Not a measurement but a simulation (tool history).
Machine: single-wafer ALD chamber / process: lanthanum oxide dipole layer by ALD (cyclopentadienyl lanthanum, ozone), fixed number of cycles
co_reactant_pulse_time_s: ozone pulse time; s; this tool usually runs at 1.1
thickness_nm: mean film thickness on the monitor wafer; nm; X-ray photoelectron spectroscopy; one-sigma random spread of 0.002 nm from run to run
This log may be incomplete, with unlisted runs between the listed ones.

| run | hour | co_reactant_pulse_time_s | wafers since the last listed run | hours since the last thermocouple change | hours since the last ozone generator service | hours since the showerhead was replaced | hours since the gauge calibration | read-back reference wafer on the same gauge, thickness_nm | thickness_nm |
|---|---|---|---|---|---|---|---|---|---|
| 1 | 0 | 1.1 | 0 | 763.5 | 974.7 | 4992.1 | 2172.3 | 0.445 | 0.476 |
|  | 52.9 | ozone generator serviced |
| 2 | 89.9 | 1.1 | 1191 | 853.4 | 37 | 5082 | 2262.2 | 0.445 | 0.481 |
| 3 | 233.7 | 1 | 2092 | 997.2 | 180.8 | 5225.8 | 2406 | 0.445 | 0.462 |
|  | 295.7 | thermocouple changed; heater temperature recalibrated |
| 4 | 296.2 | 1 | 792 | 0.5 | 243.3 | 5288.3 | 2468.5 | 0.445 | 0.465 |
| 5 | 354.8 | 1 | 852 | 59.1 | 301.9 | 5346.9 | 2527.1 | 0.444 | 0.464 |
| 6 | 407.2 | 1.1 | 762 | 111.5 | 354.3 | 5399.3 | 2579.5 | 0.445 | 0.476 |
| 7 | 444 | 1.1 | 535 | 148.3 | 391.1 | 5436.1 | 2616.3 | 0.445 | 0.481 |
| 8 | 549.5 | 1.1 | 1534 | 253.8 | 496.6 | 5541.6 | 2721.8 | 0.445 | 0.477 |
| 9 | 603.2 | 1.1 | 781 | 307.5 | 550.3 | 5595.3 | 2775.5 | 0.445 | 0.477 |
| 10 | 652.9 | 1.1 | 723 | 357.2 | 600 | 5645 | 2825.2 | 0.445 | 0.477 |
| 11 | 729 | 1.37 | 1107 | 433.3 | 676.1 | 5721.1 | 2901.3 | 0.445 | 0.513 |
| 12 | 770 | 0.77 | 596 | 474.3 | 717.1 | 5762.1 | 2942.3 | 0.444 | 0.398 |
|  | 852.9 | showerhead replaced, of another model than before |
| 13 | 862 | 1.33 | 1222 | 566.3 | 809.1 | 9.1 | 3034.3 | 0.445 | 0.512 |
| 14 | 963.5 | 0.72 | 1476 | 667.8 | 910.6 | 110.6 | 3135.8 | 0.445 | 0.273 |
| 15 | 1027.2 | 1.36 | 926 | 731.5 | 974.3 | 174.3 | 3199.5 | 0.445 | 0.51 |
| 16 | 1103.7 | 0.71 | 1112 | 808 | 1050.8 | 250.8 | 3276 | 0.445 | 0.263 |
|  | 1123.5 | ozone generator serviced |
| 17 | 1202.7 | 1.34 | 1323 | 907 | 79.2 | 349.8 | 3375 | 0.445 | 0.519 |
| 18 | 1263.5 | 0.84 | 884 | 967.8 | 140 | 410.6 | 3435.8 | 0.445 | 0.376 |
|  | 1317.6 | thermocouple changed; heater temperature recalibrated |
| 19 | 1322.5 | 1.1 | 741 | 4.9 | 199 | 469.6 | 3494.8 | 0.445 | 0.475 |

Expected results for the next run?
| 20 | 1370.4 | 1.4 | 696 | 52.8 | 246.9 | 517.5 | 3542.7 | ? | ? |

read-back reference wafer on the same gauge, thickness_nm: 0.445
thickness_nm: 0.525 nm
Minus the tool's unlogged condition, the same run would have read thickness_nm 0.53 nm.
